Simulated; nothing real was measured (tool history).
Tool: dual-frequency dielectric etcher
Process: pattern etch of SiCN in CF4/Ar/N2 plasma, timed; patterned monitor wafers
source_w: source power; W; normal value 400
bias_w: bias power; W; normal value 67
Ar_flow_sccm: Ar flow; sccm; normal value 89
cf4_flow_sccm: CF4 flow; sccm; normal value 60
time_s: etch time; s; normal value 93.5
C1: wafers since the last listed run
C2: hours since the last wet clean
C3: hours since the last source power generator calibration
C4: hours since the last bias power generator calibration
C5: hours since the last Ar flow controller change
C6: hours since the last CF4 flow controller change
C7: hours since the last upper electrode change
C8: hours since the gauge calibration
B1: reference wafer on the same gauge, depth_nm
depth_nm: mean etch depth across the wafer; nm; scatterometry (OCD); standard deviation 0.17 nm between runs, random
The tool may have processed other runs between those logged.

{"run": 1, "hour": 0.0, "source_w": 400, "bias_w": 67, "Ar_flow_sccm": 106, "cf4_flow_sccm": 60, "time_s": 93.5, "C1": 0, "C2": 330.5, "C3": 4188.8, "C4": 3717.2, "C5": 4219.4, "C6": 6107.3, "C7": 2236.0, "C8": 172.0, "B1": 75.1, "depth_nm": 75.1}
{"run": 2, "hour": 17.2, "source_w": 400, "bias_w": 67, "Ar_flow_sccm": 89, "cf4_flow_sccm": 60, "time_s": 93.5, "C1": 237, "C2": 347.7, "C3": 4206.0, "C4": 3734.4, "C5": 4236.6, "C6": 6124.5, "C7": 2253.2, "C8": 189.2, "B1": 75.1, "depth_nm": 78.1}
{"run": 3, "hour": 32.9, "source_w": 400, "bias_w": 67, "Ar_flow_sccm": 74, "cf4_flow_sccm": 60, "time_s": 93.5, "C1": 216, "C2": 363.4, "C3": 4221.7, "C4": 3750.1, "C5": 4252.3, "C6": 6140.2, "C7": 2268.9, "C8": 204.9, "B1": 75.1, "depth_nm": 80.9}
{"run": 4, "hour": 50.8, "source_w": 400, "bias_w": 67, "Ar_flow_sccm": 74, "cf4_flow_sccm": 60, "time_s": 93.5, "C1": 246, "C2": 381.3, "C3": 4239.6, "C4": 3768.0, "C5": 4270.2, "C6": 6158.1, "C7": 2286.8, "C8": 222.8, "B1": 75.1, "depth_nm": 81.5}
{"run": 5, "hour": 57.7, "source_w": 400, "bias_w": 67, "Ar_flow_sccm": 74, "cf4_flow_sccm": 60, "time_s": 93.5, "C1": 95, "C2": 388.2, "C3": 4246.5, "C4": 3774.9, "C5": 4277.1, "C6": 6165.0, "C7": 2293.7, "C8": 229.7, "B1": 75.0, "depth_nm": 81.2}
{"run": 6, "hour": 67.8, "source_w": 400, "bias_w": 67, "Ar_flow_sccm": 98, "cf4_flow_sccm": 60, "time_s": 93.5, "C1": 139, "C2": 398.3, "C3": 4256.6, "C4": 3785.0, "C5": 4287.2, "C6": 6175.1, "C7": 2303.8, "C8": 239.8, "B1": 75.2, "depth_nm": 76.3}
{"run": 7, "hour": 77.2, "source_w": 400, "bias_w": 67, "Ar_flow_sccm": 105, "cf4_flow_sccm": 71, "time_s": 93.5, "C1": 129, "C2": 407.7, "C3": 4266.0, "C4": 3794.4, "C5": 4296.6, "C6": 6184.5, "C7": 2313.2, "C8": 249.2, "B1": 75.2, "depth_nm": 78.0}
{"run": 8, "hour": 90.5, "source_w": 400, "bias_w": 67, "Ar_flow_sccm": 105, "cf4_flow_sccm": 71, "time_s": 93.5, "C1": 183, "C2": 421.0, "C3": 4279.3, "C4": 3807.7, "C5": 4309.9, "C6": 6197.8, "C7": 2326.5, "C8": 262.5, "B1": 75.1, "depth_nm": 78.0}
{"hour": 110.5, "done": "gauge calibrated"}
{"hour": 115.3, "done": "upper electrode replaced"}
{"hour": 115.4, "done": "wet clean of the chamber"}
{"run": 9, "hour": 115.8, "source_w": 400, "bias_w": 67, "Ar_flow_sccm": 77, "cf4_flow_sccm": 60, "time_s": 93.5, "C1": 16, "C2": 0.4, "C3": 4304.6, "C4": 3833.0, "C5": 4335.2, "C6": 6223.1, "C7": 0.5, "C8": 5.3, "B1": 75.1, "depth_nm": 80.5}
{"run": 10, "hour": 116.4, "source_w": 400, "bias_w": 67, "Ar_flow_sccm": 89, "cf4_flow_sccm": 60, "time_s": 93.5, "C1": 8, "C2": 1.0, "C3": 4305.2, "C4": 3833.6, "C5": 4335.8, "C6": 6223.7, "C7": 1.1, "C8": 5.9, "B1": 75.2, "depth_nm": 77.9}
{"hour": 128.5, "done": "Ar flow controller replaced"}
{"run": 11, "hour": 129.2, "source_w": 400, "bias_w": 58, "Ar_flow_sccm": 89, "cf4_flow_sccm": 60, "time_s": 75.5, "C1": 93, "C2": 13.8, "C3": 4318.0, "C4": 3846.4, "C5": 0.7, "C6": 6236.5, "C7": 13.9, "C8": 18.7, "B1": 75.1, "depth_nm": 58.8}
{"run": 12, "hour": 146.6, "source_w": 400, "bias_w": 67, "Ar_flow_sccm": 89, "cf4_flow_sccm": 60, "time_s": 111.5, "C1": 239, "C2": 31.2, "C3": 4335.4, "C4": 3863.8, "C5": 18.1, "C6": 6253.9, "C7": 31.3, "C8": 36.1, "B1": 75.1, "depth_nm": 93.0}
{"run": 13, "hour": 162.1, "source_w": 400, "bias_w": 67, "Ar_flow_sccm": 89, "cf4_flow_sccm": 60, "time_s": 105.0, "C1": 213, "C2": 46.7, "C3": 4350.9, "C4": 3879.3, "C5": 33.6, "C6": 6269.4, "C7": 46.8, "C8": 51.6, "B1": 75.1, "depth_nm": 87.3}
{"run": 14, "hour": 176.7, "source_w": 430, "bias_w": 67, "Ar_flow_sccm": 80, "cf4_flow_sccm": 60, "time_s": 93.5, "C1": 201, "C2": 61.3, "C3": 4365.5, "C4": 3893.9, "C5": 48.2, "C6": 6284.0, "C7": 61.4, "C8": 66.2, "B1": 75.2, "depth_nm": 84.5}
{"hour": 181.0, "done": "source power generator calibrated"}
{"run": 15, "hour": 185.2, "source_w": 400, "bias_w": 67, "Ar_flow_sccm": 74, "cf4_flow_sccm": 60, "time_s": 93.5, "C1": 62, "C2": 69.8, "C3": 4.2, "C4": 3902.4, "C5": 56.7, "C6": 6292.5, "C7": 69.9, "C8": 74.7, "B1": 75.2, "depth_nm": 81.3}
{"hour": 190.1, "done": "bias power generator calibrated"}
{"hour": 211.3, "done": "CF4 flow controller replaced"}
{"run": 16, "hour": 212.0, "source_w": 480, "bias_w": 74, "Ar_flow_sccm": 89, "cf4_flow_sccm": 75, "time_s": 93.5, "C1": 231, "C2": 96.6, "C3": 31.0, "C4": 21.9, "C5": 83.5, "C6": 0.7, "C7": 96.7, "C8": 101.5, "B1": 75.2, "depth_nm": 98.3}
{"run": 17, "hour": 221.3, "source_w": 400, "bias_w": 51, "Ar_flow_sccm": 100, "cf4_flow_sccm": 60, "time_s": 93.5, "C1": 128, "C2": 105.9, "C3": 40.3, "C4": 31.2, "C5": 92.8, "C6": 10.0, "C7": 106.0, "C8": 110.8, "B1": 75.1, "depth_nm": 66.6}
{"run": 18, "hour": 238.8, "source_w": 400, "bias_w": 67, "Ar_flow_sccm": 101, "cf4_flow_sccm": 55, "time_s": 93.5, "C1": 241, "C2": 123.4, "C3": 57.8, "C4": 48.7, "C5": 110.3, "C6": 27.5, "C7": 123.5, "C8": 128.3, "B1": 75.1, "depth_nm": 74.1}
{"run": 19, "hour": 250.1, "source_w": 400, "bias_w": 67, "Ar_flow_sccm": 77, "cf4_flow_sccm": 60, "time_s": 93.5, "C1": 155, "C2": 134.7, "C3": 69.1, "C4": 60.0, "C5": 121.6, "C6": 38.8, "C7": 134.8, "C8": 139.6, "B1": 75.0, "depth_nm": 80.5}
{"run": 20, "hour": 265.2, "source_w": 400, "bias_w": 67, "Ar_flow_sccm": 89, "cf4_flow_sccm": 52, "time_s": 81.5, "C1": 208, "C2": 149.8, "C3": 84.2, "C4": 75.1, "C5": 136.7, "C6": 53.9, "C7": 149.9, "C8": 154.7, "B1": 75.0, "depth_nm": 65.7}

What was the tool's hidden state at every run in the log?
etch rate over this chamber's usual, %: 0 in every run
source power that arrives over what is set, %: 0 in every run
bias power that arrives over what is set, %: 0 in every run
Ar flow that arrives over what is set, %: 0 in every run
CF4 flow that arrives over what is set, %: 0 in every run
gauge reads high (%): 0 in every run
